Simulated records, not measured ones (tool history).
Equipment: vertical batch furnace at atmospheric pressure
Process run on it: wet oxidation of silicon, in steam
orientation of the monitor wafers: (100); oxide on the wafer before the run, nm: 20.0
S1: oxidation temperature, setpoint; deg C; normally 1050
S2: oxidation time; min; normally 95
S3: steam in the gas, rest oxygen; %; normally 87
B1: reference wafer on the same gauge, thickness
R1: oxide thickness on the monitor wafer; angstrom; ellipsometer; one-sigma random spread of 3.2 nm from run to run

| run | hour | S1 | S2 | S3 | B1 | R1 |
|---|---|---|---|---|---|---|
| 1 | 0 | 1050 | 116.5 | 96 | 810.85 | 8612.7 |
| 2 | 17.3 | 1050 | 95 | 87 | 810.64 | 7210.2 |
| 3 | 29.3 | 1050 | 95 | 87 | 811.09 | 7223.7 |
| 4 | 44.2 | 1050 | 95 | 87 | 811.43 | 7159.4 |
| 5 | 51.6 | 1050 | 95 | 87 | 810.47 | 7256.2 |
| 6 | 60.7 | 1050 | 95 | 87 | 811.22 | 7255.2 |
| 7 | 120.9 | 1050 | 76.5 | 87 | 811.48 | 6444.9 |
| 8 | 125.5 | 1050 | 76.5 | 87 | 811.57 | 6375.5 |
| 9 | 132.7 | 1050 | 76.5 | 87 | 810.6 | 6371.4 |
| 10 | 148.6 | 1050 | 81 | 87 | 811.55 | 6575.9 |
| 11 | 160.2 | 1050 | 95 | 87 | 811.55 | 7207.8 |
| 12 | 177.7 | 1050 | 95 | 87 | 811.11 | 7230.3 |
| 13 | 185 | 1050 | 95 | 87 | 810.73 | 7238.9 |
| 14 | 197.9 | 1050 | 95 | 87 | 811.43 | 7196.7 |
| 15 | 210.6 | 1050 | 69.5 | 87 | 810.84 | 6031.4 |
| 16 | 235.9 | 1038 | 95 | 75 | 811.95 | 6243.7 |
| 17 | 240.5 | 1068 | 95 | 87 | 811.3 | 7851.7 |
| 18 | 245 | 1050 | 69.5 | 87 | 810.54 | 5964.9 |
| 19 | 254.1 | 1065 | 95 | 94 | 810.79 | 8110.8 |
| 20 | 262.3 | 1064 | 59.5 | 80 | 811.49 | 5584.5 |
| 21 | 277.5 | 1043 | 70.5 | 87 | 811.44 | 5843.8 |
| 22 | 288.1 | 1050 | 95 | 87 | 811.47 | 7261.8 |
| 23 | 305.1 | 1050 | 79.5 | 87 | 811.12 | 6508.3 |
| 24 | 314.6 | 1064 | 66.5 | 92 | 810.79 | 6479.2 |
| 25 | 330.8 | 1064 | 66.5 | 92 | 810.53 | 6473.2 |
| 26 | 337.3 | 1050 | 95 | 87 | 810.83 | 7201.8 |
| 27 | 391.5 | 1050 | 95 | 90 | 811.11 | 7386.1 |
| 28 | 404.9 | 1038 | 48 | 87 | 810.42 | 4501 |
| 29 | 414.2 | 1050 | 95 | 94 | 810.76 | 7557.3 |
| 30 | 424.3 | 1050 | 138 | 94 | 810.83 | 9391.5 |
| 31 | 431.4 | 1050 | 95 | 87 | 811.15 | 7165.2 |
| 32 | 447.3 | 1050 | 82.5 | 87 | 809.8 | 6669.2 |
| 33 | 462.3 | 1064 | 111.5 | 87 | 811.52 | 8456.7 |
| 34 | 472.9 | 1050 | 79.5 | 97 | 810.52 | 6918.1 |
| 35 | 487.6 | 1050 | 80 | 82 | 809.99 | 6342.5 |
| 36 | 494.8 | 1050 | 135.5 | 87 | 811.06 | 8935.5 |
| 37 | 503.8 | 1050 | 95 | 83 | 810.95 | 7013.6 |
| 38 | 518.5 | 1050 | 95 | 75 | 810.7 | 6631.6 |
| 39 | 535.8 | 1031 | 95 | 91 | 810.85 | 6805.5 |

Taken out of this log: 3 entries between the listed runs. Where each belongs, and how the hidden state differs across it:
In the gap between runs 6 and 7: thermocouples replaced and temperature profile calibrated (hour 120.4)
  no hidden state differs between the two runs
In the gap between runs 9 and 10: gauge calibrated (hour 147.2)
  no hidden state differs between the two runs
In the gap between runs 15 and 16: steam generator serviced (hour 235.4)
  no hidden state differs between the two runs
